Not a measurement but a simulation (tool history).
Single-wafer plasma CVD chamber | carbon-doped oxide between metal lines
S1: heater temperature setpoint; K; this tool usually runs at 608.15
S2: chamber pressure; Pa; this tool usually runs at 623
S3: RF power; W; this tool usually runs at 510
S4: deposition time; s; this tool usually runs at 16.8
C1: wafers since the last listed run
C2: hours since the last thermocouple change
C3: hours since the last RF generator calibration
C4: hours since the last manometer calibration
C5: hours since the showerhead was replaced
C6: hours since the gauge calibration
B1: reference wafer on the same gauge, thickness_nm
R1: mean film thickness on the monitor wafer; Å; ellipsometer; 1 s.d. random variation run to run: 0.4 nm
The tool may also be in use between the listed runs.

{"run": 1, "hour": 0.0, "S1": 608.15, "S2": 623, "S3": 530, "S4": 18, "C1": 0, "C2": 1866.3, "C3": 830.9, "C4": 1243.7, "C5": 3132.4, "C6": 120.2, "B1": 101.232, "R1": 1002.74}
{"run": 2, "hour": 11.4, "S1": 608.15, "S2": 623, "S3": 585, "S4": 16.8, "C1": 537, "C2": 1877.7, "C3": 842.3, "C4": 1255.1, "C5": 3143.8, "C6": 131.6, "B1": 101.25, "R1": 1007.98}
{"run": 3, "hour": 25.2, "S1": 608.15, "S2": 623, "S3": 585, "S4": 16.8, "C1": 650, "C2": 1891.5, "C3": 856.1, "C4": 1268.9, "C5": 3157.6, "C6": 145.4, "B1": 100.987, "R1": 993.99}
{"run": 4, "hour": 41.3, "S1": 608.15, "S2": 623, "S3": 510, "S4": 16.8, "C1": 758, "C2": 1907.6, "C3": 872.2, "C4": 1285, "C5": 3173.7, "C6": 161.5, "B1": 101.161, "R1": 916.24}
{"run": 5, "hour": 82.7, "S1": 608.15, "S2": 623, "S3": 510, "S4": 16.8, "C1": 1950, "C2": 1949, "C3": 913.6, "C4": 1326.4, "C5": 3215.1, "C6": 202.9, "B1": 101.019, "R1": 911.48}
{"run": 6, "hour": 99.1, "S1": 615.15, "S2": 623, "S3": 510, "S4": 16.8, "C1": 772, "C2": 1965.4, "C3": 930, "C4": 1342.8, "C5": 3231.5, "C6": 219.3, "B1": 101.033, "R1": 899.66}
{"run": 7, "hour": 132.7, "S1": 608.15, "S2": 727, "S3": 510, "S4": 16.8, "C1": 1582, "C2": 1999, "C3": 963.6, "C4": 1376.4, "C5": 3265.1, "C6": 252.9, "B1": 101.092, "R1": 936.28}
{"hour": 140.2, "done": "gauge calibrated"}
{"hour": 155.6, "done": "thermocouple changed; heater temperature recalibrated"}
{"run": 8, "hour": 156.1, "S1": 608.15, "S2": 623, "S3": 575, "S4": 14.2, "C1": 725, "C2": 0.5, "C3": 987, "C4": 1399.8, "C5": 3288.5, "C6": 15.9, "B1": 101.153, "R1": 837.53}
{"run": 9, "hour": 165.3, "S1": 608.15, "S2": 623, "S3": 510, "S4": 16.8, "C1": 433, "C2": 9.7, "C3": 996.2, "C4": 1409, "C5": 3297.7, "C6": 25.1, "B1": 100.983, "R1": 911.63}
{"hour": 175.1, "done": "showerhead replaced, of another model than before"}
{"hour": 181.3, "done": "RF generator calibrated"}
{"hour": 186.1, "done": "capacitance manometer re-zeroed and calibrated"}
{"run": 10, "hour": 186.6, "S1": 608.15, "S2": 623, "S3": 510, "S4": 16.8, "C1": 111, "C2": 31, "C3": 5.3, "C4": 0.5, "C5": 11.5, "C6": 46.4, "B1": 101.267, "R1": 961.91}
{"run": 11, "hour": 186.9, "S1": 608.15, "S2": 623, "S3": 510, "S4": 16.8, "C1": 14, "C2": 31.3, "C3": 5.6, "C4": 0.8, "C5": 11.8, "C6": 46.7, "B1": 100.856, "R1": 961.63}
{"run": 12, "hour": 197.6, "S1": 608.15, "S2": 623, "S3": 510, "S4": 16.8, "C1": 504, "C2": 42, "C3": 16.3, "C4": 11.5, "C5": 22.5, "C6": 57.4, "B1": 101.153, "R1": 962.47}
{"run": 13, "hour": 204.1, "S1": 616.15, "S2": 571, "S3": 425, "S4": 18.3, "C1": 306, "C2": 48.5, "C3": 22.8, "C4": 18, "C5": 29, "C6": 63.9, "B1": 100.93, "R1": 949.6}
{"run": 14, "hour": 217.6, "S1": 615.15, "S2": 545, "S3": 510, "S4": 16.8, "C1": 635, "C2": 62, "C3": 36.3, "C4": 31.5, "C5": 42.5, "C6": 77.4, "B1": 100.976, "R1": 924.94}
{"run": 15, "hour": 228.9, "S1": 608.15, "S2": 777, "S3": 510, "S4": 15.9, "C1": 532, "C2": 73.3, "C3": 47.6, "C4": 42.8, "C5": 53.8, "C6": 88.7, "B1": 101.086, "R1": 938.05}
{"run": 16, "hour": 238.1, "S1": 608.15, "S2": 623, "S3": 510, "S4": 15.6, "C1": 433, "C2": 82.5, "C3": 56.8, "C4": 52, "C5": 63, "C6": 97.9, "B1": 101.031, "R1": 893.55}
{"run": 17, "hour": 253.6, "S1": 616.15, "S2": 571, "S3": 425, "S4": 18.3, "C1": 730, "C2": 98, "C3": 72.3, "C4": 67.5, "C5": 78.5, "C6": 113.4, "B1": 101.12, "R1": 947.03}
{"run": 18, "hour": 262.7, "S1": 608.15, "S2": 623, "S3": 510, "S4": 16.8, "C1": 428, "C2": 107.1, "C3": 81.4, "C4": 76.6, "C5": 87.6, "C6": 122.5, "B1": 101.174, "R1": 960}
{"run": 19, "hour": 276.6, "S1": 617.15, "S2": 709, "S3": 445, "S4": 14.5, "C1": 654, "C2": 121, "C3": 95.3, "C4": 90.5, "C5": 101.5, "C6": 136.4, "B1": 101.018, "R1": 786.56}
{"run": 20, "hour": 286.2, "S1": 608.15, "S2": 623, "S3": 570, "S4": 16.8, "C1": 452, "C2": 130.6, "C3": 104.9, "C4": 100.1, "C5": 111.1, "C6": 146, "B1": 101.05, "R1": 987.47}
{"run": 21, "hour": 297.6, "S1": 608.15, "S2": 623, "S3": 510, "S4": 16.8, "C1": 537, "C2": 142, "C3": 116.3, "C4": 111.5, "C5": 122.5, "C6": 157.4, "B1": 101.163, "R1": 956.2}
{"run": 22, "hour": 313.2, "S1": 608.15, "S2": 623, "S3": 510, "S4": 16.8, "C1": 734, "C2": 157.6, "C3": 131.9, "C4": 127.1, "C5": 138.1, "C6": 173, "B1": 101.032, "R1": 955.03}
{"run": 23, "hour": 320.1, "S1": 623.15, "S2": 623, "S3": 510, "S4": 19.1, "C1": 325, "C2": 164.5, "C3": 138.8, "C4": 134, "C5": 145, "C6": 179.9, "B1": 101.162, "R1": 1033.82}
{"run": 24, "hour": 360.5, "S1": 620.15, "S2": 623, "S3": 510, "S4": 16.8, "C1": 1903, "C2": 204.9, "C3": 179.2, "C4": 174.4, "C5": 185.4, "C6": 220.3, "B1": 100.964, "R1": 914.75}
{"run": 25, "hour": 369.3, "S1": 608.15, "S2": 623, "S3": 585, "S4": 16.8, "C1": 414, "C2": 213.7, "C3": 188, "C4": 183.2, "C5": 194.2, "C6": 229.1, "B1": 101.092, "R1": 989.32}

Predict each of these 5 candidate next runs independently; none follows another, all start after run 25:
{"run": "A", "hour": 369.7, "S1": 608.15, "S2": 623, "S3": 510, "S4": 16.8, "C1": 18, "C2": 214.1, "C3": 188.4, "C4": 183.6, "C5": 194.6, "C6": 229.5, "B1": "?", "R1": "?"}
{"run": "B", "hour": 369.7, "S1": 604.15, "S2": 499, "S3": 510, "S4": 16.8, "C1": 18, "C2": 214.1, "C3": 188.4, "C4": 183.6, "C5": 194.6, "C6": 229.5, "B1": "?", "R1": "?"}
{"run": "C", "hour": 369.7, "S1": 603.15, "S2": 623, "S3": 510, "S4": 13.6, "C1": 18, "C2": 214.1, "C3": 188.4, "C4": 183.6, "C5": 194.6, "C6": 229.5, "B1": "?", "R1": "?"}
{"run": "D", "hour": 369.7, "S1": 600.15, "S2": 555, "S3": 480, "S4": 15.4, "C1": 18, "C2": 214.1, "C3": 188.4, "C4": 183.6, "C5": 194.6, "C6": 229.5, "B1": "?", "R1": "?"}
{"run": "E", "hour": 369.7, "S1": 615.15, "S2": 487, "S3": 415, "S4": 16.8, "C1": 18, "C2": 214.1, "C3": 188.4, "C4": 183.6, "C5": 194.6, "C6": 229.5, "B1": "?", "R1": "?"}

run=A B1=101.19 R1=954.96
run=B B1=101.19 R1=934.99
run=C B1=101.19 R1=787.33
run=D B1=101.19 R1=863.85
run=E B1=101.19 R1=841.11
Without the tool's unlogged condition, the same runs would have read:
run=A R1=973.65
run=B R1=953.28
run=C R1=802.73
run=D R1=880.96
run=E R1=859.73

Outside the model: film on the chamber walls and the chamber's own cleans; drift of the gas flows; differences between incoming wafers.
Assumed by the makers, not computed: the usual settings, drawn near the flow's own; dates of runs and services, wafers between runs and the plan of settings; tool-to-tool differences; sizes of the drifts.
